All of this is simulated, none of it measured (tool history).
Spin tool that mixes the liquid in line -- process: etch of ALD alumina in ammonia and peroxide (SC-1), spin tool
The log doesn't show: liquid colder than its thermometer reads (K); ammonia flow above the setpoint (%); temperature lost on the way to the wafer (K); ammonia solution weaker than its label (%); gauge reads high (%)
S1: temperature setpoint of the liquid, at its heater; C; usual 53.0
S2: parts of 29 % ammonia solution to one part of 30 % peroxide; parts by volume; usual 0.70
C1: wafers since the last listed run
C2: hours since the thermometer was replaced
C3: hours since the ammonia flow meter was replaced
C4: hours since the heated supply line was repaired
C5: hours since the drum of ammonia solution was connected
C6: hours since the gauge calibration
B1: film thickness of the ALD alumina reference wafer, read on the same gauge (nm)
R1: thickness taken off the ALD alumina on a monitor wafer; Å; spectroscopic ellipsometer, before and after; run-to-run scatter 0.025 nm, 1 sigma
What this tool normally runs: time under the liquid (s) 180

run 1 hour=0.0 | S1=53.0 S2=0.70 time_under_the_liquid_(s)=180 | C1=0 C2=1937.9 C3=1536.2 C4=2443.1 C5=378.4 C6=432.0 | B1=121.32 | R1=63.6
run 2 hour=38.4 | S1=53.0 S2=0.70 time_under_the_liquid_(s)=180 | C1=382 C2=1976.3 C3=1574.6 C4=2481.5 C5=416.8 C6=470.4 | B1=121.52 | R1=63.3
run 3 hour=79.0 | S1=53.0 S2=0.70 time_under_the_liquid_(s)=180 | C1=403 C2=2016.9 C3=1615.2 C4=2522.1 C5=457.4 C6=511.0 | B1=121.74 | R1=64.1
run 4 hour=113.1 | S1=53.0 S2=0.70 time_under_the_liquid_(s)=180 | C1=339 C2=2051.0 C3=1649.3 C4=2556.2 C5=491.5 C6=545.1 | B1=121.92 | R1=64.1
run 5 hour=160.2 | S1=53.0 S2=0.70 time_under_the_liquid_(s)=180 | C1=468 C2=2098.1 C3=1696.4 C4=2603.3 C5=538.6 C6=592.2 | B1=122.18 | R1=64.0
run 6 hour=196.8 | S1=53.0 S2=0.70 time_under_the_liquid_(s)=180 | C1=364 C2=2134.7 C3=1733.0 C4=2639.9 C5=575.2 C6=628.8 | B1=122.42 | R1=64.4
run 7 hour=226.1 | S1=56.5 S2=0.70 time_under_the_liquid_(s)=180 | C1=291 C2=2164.0 C3=1762.3 C4=2669.2 C5=604.5 C6=658.1 | B1=122.62 | R1=77.4
-- hour=266.3 new drum of ammonia solution connected
run 8 hour=268.7 | S1=53.0 S2=0.70 time_under_the_liquid_(s)=180 | C1=413 C2=2206.6 C3=1804.9 C4=2711.8 C5=2.4 C6=700.7 | B1=122.88 | R1=64.7
run 9 hour=305.6 | S1=53.0 S2=0.70 time_under_the_liquid_(s)=180 | C1=367 C2=2243.5 C3=1841.8 C4=2748.7 C5=39.3 C6=737.6 | B1=123.21 | R1=64.4
run 10 hour=358.3 | S1=53.0 S2=0.55 time_under_the_liquid_(s)=210 | C1=524 C2=2296.2 C3=1894.5 C4=2801.4 C5=92.0 C6=790.3 | B1=123.66 | R1=73.8
-- hour=382.6 gauge calibrated
run 11 hour=392.9 | S1=53.0 S2=0.55 time_under_the_liquid_(s)=210 | C1=344 C2=2330.8 C3=1929.1 C4=2836.0 C5=126.6 C6=10.3 | B1=119.62 | R1=71.7
-- hour=414.6 thermometer replaced
-- hour=417.0 ammonia flow meter replaced
run 12 hour=432.1 | S1=53.0 S2=0.70 time_under_the_liquid_(s)=180 | C1=370 C2=17.5 C3=15.1 C4=2875.2 C5=165.8 C6=49.5 | B1=119.64 | R1=62.8
run 13 hour=480.9 | S1=48.5 S2=0.70 time_under_the_liquid_(s)=180 | C1=485 C2=66.3 C3=63.9 C4=2924.0 C5=214.6 C6=98.3 | B1=119.69 | R1=49.0
run 14 hour=544.8 | S1=60.0 S2=0.70 time_under_the_liquid_(s)=180 | C1=635 C2=130.2 C3=127.8 C4=2987.9 C5=278.5 C6=162.2 | B1=119.77 | R1=90.5
run 15 hour=604.5 | S1=53.0 S2=0.70 time_under_the_liquid_(s)=180 | C1=594 C2=189.9 C3=187.5 C4=3047.6 C5=338.2 C6=221.9 | B1=119.92 | R1=62.2
-- hour=623.4 heated supply line repaired
run 16 hour=643.2 | S1=53.0 S2=0.70 time_under_the_liquid_(s)=180 | C1=375 C2=228.6 C3=226.2 C4=19.8 C5=376.9 C6=260.6 | B1=119.99 | R1=62.7
run 17 hour=671.7 | S1=53.0 S2=0.50 time_under_the_liquid_(s)=180 | C1=283 C2=257.1 C3=254.7 C4=48.3 C5=405.4 C6=289.1 | B1=120.07 | R1=61.0
run 18 hour=710.2 | S1=53.0 S2=0.95 time_under_the_liquid_(s)=265 | C1=383 C2=295.6 C3=293.2 C4=86.8 C5=443.9 C6=327.6 | B1=120.20 | R1=95.0
run 19 hour=781.0 | S1=57.0 S2=0.70 time_under_the_liquid_(s)=250 | C1=704 C2=366.4 C3=364.0 C4=157.6 C5=514.7 C6=398.4 | B1=120.43 | R1=107.6
-- hour=841.7 new drum of ammonia solution connected
run 20 hour=989.4 | S1=59.0 S2=1.00 time_under_the_liquid_(s)=75 | C1=2063 C2=574.8 C3=572.4 C4=366.0 C5=147.7 C6=606.8 | B1=121.59 | R1=37.7
run 21 hour=1034.0 | S1=57.5 S2=0.95 time_under_the_liquid_(s)=230 | C1=443 C2=619.4 C3=617.0 C4=410.6 C5=192.3 C6=651.4 | B1=121.89 | R1=105.9
run 22 hour=1060.7 | S1=48.5 S2=0.70 time_under_the_liquid_(s)=135 | C1=265 C2=646.1 C3=643.7 C4=437.3 C5=219.0 C6=678.1 | B1=122.09 | R1=37.5
run 23 hour=1125.3 | S1=56.0 S2=1.05 time_under_the_liquid_(s)=135 | C1=642 C2=710.7 C3=708.3 C4=501.9 C5=283.6 C6=742.7 | B1=122.57 | R1=58.7
-- hour=1159.2 gauge calibrated
run 24 hour=1205.1 | S1=60.5 S2=0.70 time_under_the_liquid_(s)=180 | C1=793 C2=790.5 C3=788.1 C4=581.7 C5=363.4 C6=45.9 | B1=120.12 | R1=93.4

Results for each run, recomputed without the tool's hidden state and with each run's random variation untouched:
run=1 R1=62.9
run=2 R1=62.5
run=3 R1=63.1
run=4 R1=63.1
run=5 R1=62.8
run=6 R1=63.1
run=7 R1=75.8
run=8 R1=63.1
run=9 R1=62.7
run=10 R1=71.7
run=11 R1=71.9
run=12 R1=63.0
run=13 R1=49.1
run=14 R1=90.6
run=15 R1=62.3
run=16 R1=62.8
run=17 R1=60.9
run=18 R1=94.8
run=19 R1=107.2
run=20 R1=37.2
run=21 R1=104.2
run=22 R1=36.9
run=23 R1=57.5
run=24 R1=93.3
